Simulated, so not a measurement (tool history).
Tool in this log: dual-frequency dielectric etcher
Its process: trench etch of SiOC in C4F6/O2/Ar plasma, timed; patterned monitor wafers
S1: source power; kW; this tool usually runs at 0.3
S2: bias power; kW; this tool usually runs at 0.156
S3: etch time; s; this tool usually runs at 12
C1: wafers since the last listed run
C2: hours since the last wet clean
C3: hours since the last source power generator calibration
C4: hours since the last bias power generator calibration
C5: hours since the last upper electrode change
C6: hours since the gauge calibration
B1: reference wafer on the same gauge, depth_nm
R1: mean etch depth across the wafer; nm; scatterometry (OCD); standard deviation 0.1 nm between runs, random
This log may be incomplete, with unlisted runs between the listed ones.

run   hour    S1     S2    S3    C1     C2      C3      C4      C5     C6     B1     R1
  1      0   0.3  0.156    12     0  422.5  1628.7    1773  2546.7  114.9  18.87  20.86
  2   22.4   0.3  0.156    12   430  444.9  1651.1  1795.4  2569.1  137.3  18.89  20.96
  3   42.4   0.3  0.156  10.5   384  464.9  1671.1  1815.4  2589.1  157.3   18.9  18.37
  4   56.4   0.3   0.13    12   268  478.9  1685.1  1829.4  2603.1  171.3  18.91  19.36
  5     90   0.3   0.13    12   645  512.5  1718.7    1863  2636.7  204.9  18.91  19.42
  6  108.1   0.3  0.156    12   347  530.6  1736.8  1881.1  2654.8    223  18.91  20.93
  7    144   0.3  0.156    12   689  566.5  1772.7    1917  2690.7  258.9  18.89  21.03
  8  175.1   0.3  0.156    12   597  597.6  1803.8  1948.1  2721.8    290   18.9  20.73
  9  201.1   0.3  0.156    12   499  623.6  1829.8  1974.1  2747.8    316  18.89  20.84
 10  219.2   0.3  0.156    12   347  641.7  1847.9  1992.2  2765.9  334.1   18.9     21
     257.4  -- wet clean of the chamber
 11  257.9   0.3  0.146    12   282    0.5  1886.6  2030.9  2804.6  372.8  18.92  20.19
 12  282.7   0.3  0.146    12   476   25.3  1911.4  2055.7  2829.4  397.6  18.91  20.28
 13  316.2  0.24  0.156    12   643   58.8  1944.9  2089.2  2862.9  431.1  18.92     19
     328.6  -- source power generator calibrated
 14  349.9   0.3  0.156    12   570   92.5    21.3  2122.9  2896.6  464.8   18.9  20.73
       364  -- gauge calibrated
       395  -- bias power generator calibrated
 15  440.2  0.28  0.186    10  1657  182.8   111.6    45.2  2986.9   76.2  18.91  18.11
 16  467.9  0.32  0.119   8.5   532  210.5   139.3    72.9  3014.6  103.9  18.89  13.72
 17  490.9   0.3  0.182    10   441  233.5   162.3    95.9  3037.6  126.9  18.87  18.43
 18  506.2  0.25   0.13  14.5   293  248.8   177.6   111.2  3052.9  142.2  18.89   21.7
     534.7  -- upper electrode replaced
 19  535.2  0.23  0.167    12    96  277.8   206.6   140.2     0.5  171.2  18.89  19.19
 20  543.4  0.24  0.156     9   157    286   214.8   148.4     8.7  179.4  18.89  14.15
 21  561.8   0.3  0.179   8.5   353  304.4   233.2   166.8    27.1  197.8  18.88  15.53

What does the tool deliver on the next run?
 22  588.4  0.25  0.156  10.5  510  331  259.8  193.4  53.7  224.4   ?   ?

Run 22 measured B1 18.92, R1 16.88 nm.
On a tool with no hidden condition, and with the same random variation, this run would have come out at R1 16.88 nm.
